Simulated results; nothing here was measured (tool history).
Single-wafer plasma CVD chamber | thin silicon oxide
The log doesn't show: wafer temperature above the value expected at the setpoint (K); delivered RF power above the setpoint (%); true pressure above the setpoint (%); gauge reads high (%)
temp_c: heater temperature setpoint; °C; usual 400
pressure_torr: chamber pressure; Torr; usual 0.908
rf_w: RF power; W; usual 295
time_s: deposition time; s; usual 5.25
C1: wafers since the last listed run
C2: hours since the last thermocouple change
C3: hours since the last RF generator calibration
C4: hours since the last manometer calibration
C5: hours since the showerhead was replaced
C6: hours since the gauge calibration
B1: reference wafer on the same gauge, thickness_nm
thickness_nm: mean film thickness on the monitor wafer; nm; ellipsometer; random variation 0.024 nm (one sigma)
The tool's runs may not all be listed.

{"run": 1, "hour": 0.0, "temp_c": 400, "pressure_torr": 0.908, "rf_w": 295, "time_s": 6.07, "C1": 0, "C2": 654.3, "C3": 372.1, "C4": 1546.3, "C5": 7682.4, "C6": 245.1, "B1": 8.615, "thickness_nm": 12.08}
{"run": 2, "hour": 33.9, "temp_c": 394, "pressure_torr": 0.908, "rf_w": 295, "time_s": 5.25, "C1": 755, "C2": 688.2, "C3": 406.0, "C4": 1580.2, "C5": 7716.3, "C6": 279.0, "B1": 8.624, "thickness_nm": 10.493}
{"run": 3, "hour": 59.5, "temp_c": 394, "pressure_torr": 0.908, "rf_w": 295, "time_s": 5.25, "C1": 570, "C2": 713.8, "C3": 431.6, "C4": 1605.8, "C5": 7741.9, "C6": 304.6, "B1": 8.638, "thickness_nm": 10.522}
{"run": 4, "hour": 81.3, "temp_c": 400, "pressure_torr": 0.908, "rf_w": 270, "time_s": 5.25, "C1": 485, "C2": 735.6, "C3": 453.4, "C4": 1627.6, "C5": 7763.7, "C6": 326.4, "B1": 8.635, "thickness_nm": 10.1}
{"run": 5, "hour": 95.1, "temp_c": 400, "pressure_torr": 0.908, "rf_w": 270, "time_s": 5.25, "C1": 307, "C2": 749.4, "C3": 467.2, "C4": 1641.4, "C5": 7777.5, "C6": 340.2, "B1": 8.641, "thickness_nm": 10.11}
{"run": 6, "hour": 114.6, "temp_c": 400, "pressure_torr": 0.908, "rf_w": 270, "time_s": 5.25, "C1": 434, "C2": 768.9, "C3": 486.7, "C4": 1660.9, "C5": 7797.0, "C6": 359.7, "B1": 8.643, "thickness_nm": 10.065}
{"run": 7, "hour": 146.1, "temp_c": 400, "pressure_torr": 0.908, "rf_w": 295, "time_s": 5.25, "C1": 701, "C2": 800.4, "C3": 518.2, "C4": 1692.4, "C5": 7828.5, "C6": 391.2, "B1": 8.645, "thickness_nm": 10.48}
{"hour": 158.9, "done": "capacitance manometer re-zeroed and calibrated"}
{"run": 8, "hour": 170.9, "temp_c": 400, "pressure_torr": 0.908, "rf_w": 295, "time_s": 5.25, "C1": 374, "C2": 825.2, "C3": 543.0, "C4": 12.0, "C5": 7853.3, "C6": 416.0, "B1": 8.644, "thickness_nm": 10.454}
{"run": 9, "hour": 193.5, "temp_c": 400, "pressure_torr": 0.908, "rf_w": 295, "time_s": 4.69, "C1": 503, "C2": 847.8, "C3": 565.6, "C4": 34.6, "C5": 7875.9, "C6": 438.6, "B1": 8.646, "thickness_nm": 9.368}
{"hour": 223.1, "done": "showerhead replaced"}
{"run": 10, "hour": 223.6, "temp_c": 400, "pressure_torr": 0.908, "rf_w": 295, "time_s": 4.69, "C1": 492, "C2": 877.9, "C3": 595.7, "C4": 64.7, "C5": 0.5, "C6": 468.7, "B1": 8.649, "thickness_nm": 9.384}
{"run": 11, "hour": 242.7, "temp_c": 400, "pressure_torr": 0.908, "rf_w": 295, "time_s": 4.69, "C1": 425, "C2": 897.0, "C3": 614.8, "C4": 83.8, "C5": 19.6, "C6": 487.8, "B1": 8.648, "thickness_nm": 9.39}
{"run": 12, "hour": 256.7, "temp_c": 400, "pressure_torr": 0.969, "rf_w": 345, "time_s": 4.25, "C1": 311, "C2": 911.0, "C3": 628.8, "C4": 97.8, "C5": 33.6, "C6": 501.8, "B1": 8.655, "thickness_nm": 9.473}
{"run": 13, "hour": 273.2, "temp_c": 400, "pressure_torr": 0.908, "rf_w": 295, "time_s": 5.25, "C1": 367, "C2": 927.5, "C3": 645.3, "C4": 114.3, "C5": 50.1, "C6": 518.3, "B1": 8.659, "thickness_nm": 10.488}
{"run": 14, "hour": 302.0, "temp_c": 391, "pressure_torr": 0.78, "rf_w": 345, "time_s": 5.25, "C1": 641, "C2": 956.3, "C3": 674.1, "C4": 143.1, "C5": 78.9, "C6": 547.1, "B1": 8.655, "thickness_nm": 10.081}
{"run": 15, "hour": 316.1, "temp_c": 405, "pressure_torr": 0.908, "rf_w": 295, "time_s": 5.77, "C1": 314, "C2": 970.4, "C3": 688.2, "C4": 157.2, "C5": 93.0, "C6": 561.2, "B1": 8.663, "thickness_nm": 11.531}
{"hour": 322.3, "done": "gauge calibrated"}
{"hour": 352.8, "done": "thermocouple changed; heater temperature recalibrated"}
{"run": 16, "hour": 353.3, "temp_c": 387, "pressure_torr": 0.908, "rf_w": 335, "time_s": 4.59, "C1": 650, "C2": 0.5, "C3": 725.4, "C4": 194.4, "C5": 130.2, "C6": 31.0, "B1": 8.507, "thickness_nm": 9.593}
{"hour": 370.8, "done": "RF generator calibrated"}
{"run": 17, "hour": 371.3, "temp_c": 400, "pressure_torr": 0.835, "rf_w": 295, "time_s": 5.25, "C1": 222, "C2": 18.5, "C3": 0.5, "C4": 212.4, "C5": 148.2, "C6": 49.0, "B1": 8.524, "thickness_nm": 9.741}
{"run": 18, "hour": 386.1, "temp_c": 400, "pressure_torr": 0.793, "rf_w": 345, "time_s": 5.25, "C1": 329, "C2": 33.3, "C3": 15.3, "C4": 227.2, "C5": 163.0, "C6": 63.8, "B1": 8.531, "thickness_nm": 10.095}
{"run": 19, "hour": 402.4, "temp_c": 400, "pressure_torr": 0.968, "rf_w": 345, "time_s": 6.09, "C1": 363, "C2": 49.6, "C3": 31.6, "C4": 243.5, "C5": 179.3, "C6": 80.1, "B1": 8.547, "thickness_nm": 13.432}
{"run": 20, "hour": 469.3, "temp_c": 400, "pressure_torr": 1.029, "rf_w": 275, "time_s": 4.87, "C1": 1490, "C2": 116.5, "C3": 98.5, "C4": 310.4, "C5": 246.2, "C6": 147.0, "B1": 8.585, "thickness_nm": 10.169}
{"run": 21, "hour": 498.8, "temp_c": 400, "pressure_torr": 0.908, "rf_w": 295, "time_s": 5.25, "C1": 657, "C2": 146.0, "C3": 128.0, "C4": 339.9, "C5": 275.7, "C6": 176.5, "B1": 8.592, "thickness_nm": 10.426}
{"run": 22, "hour": 514.4, "temp_c": 406, "pressure_torr": 1.123, "rf_w": 295, "time_s": 5.25, "C1": 347, "C2": 161.6, "C3": 143.6, "C4": 355.5, "C5": 291.3, "C6": 192.1, "B1": 8.601, "thickness_nm": 11.827}
{"run": 23, "hour": 549.6, "temp_c": 400, "pressure_torr": 0.908, "rf_w": 245, "time_s": 5.57, "C1": 784, "C2": 196.8, "C3": 178.8, "C4": 390.7, "C5": 326.5, "C6": 227.3, "B1": 8.608, "thickness_nm": 10.169}
{"run": 24, "hour": 563.4, "temp_c": 393, "pressure_torr": 0.69, "rf_w": 295, "time_s": 5.25, "C1": 307, "C2": 210.6, "C3": 192.6, "C4": 404.5, "C5": 340.3, "C6": 241.1, "B1": 8.618, "thickness_nm": 8.612}
{"run": 25, "hour": 589.3, "temp_c": 413, "pressure_torr": 1.111, "rf_w": 295, "time_s": 6.21, "C1": 577, "C2": 236.5, "C3": 218.5, "C4": 430.4, "C5": 366.2, "C6": 267.0, "B1": 8.627, "thickness_nm": 13.881}
{"run": 26, "hour": 605.7, "temp_c": 400, "pressure_torr": 0.908, "rf_w": 295, "time_s": 5.25, "C1": 365, "C2": 252.9, "C3": 234.9, "C4": 446.8, "C5": 382.6, "C6": 283.4, "B1": 8.627, "thickness_nm": 10.47}
{"run": 27, "hour": 643.6, "temp_c": 390, "pressure_torr": 0.796, "rf_w": 345, "time_s": 4.85, "C1": 844, "C2": 290.8, "C3": 272.8, "C4": 484.7, "C5": 420.5, "C6": 321.3, "B1": 8.631, "thickness_nm": 9.464}
{"run": 28, "hour": 659.7, "temp_c": 400, "pressure_torr": 0.908, "rf_w": 295, "time_s": 5.25, "C1": 358, "C2": 306.9, "C3": 288.9, "C4": 500.8, "C5": 436.6, "C6": 337.4, "B1": 8.637, "thickness_nm": 10.442}

The next listed run, before its measurement:
{"run": 29, "hour": 691.8, "temp_c": 400, "pressure_torr": 0.908, "rf_w": 355, "time_s": 4.47, "C1": 715, "C2": 339.0, "C3": 321.0, "C4": 532.9, "C5": 468.7, "C6": 369.5, "B1": "?", "thickness_nm": "?"}

{"run 29": {"B1": 8.639, "thickness_nm": 9.616}}
Without the tool's hidden state the same run would have given thickness_nm 9.460 nm.

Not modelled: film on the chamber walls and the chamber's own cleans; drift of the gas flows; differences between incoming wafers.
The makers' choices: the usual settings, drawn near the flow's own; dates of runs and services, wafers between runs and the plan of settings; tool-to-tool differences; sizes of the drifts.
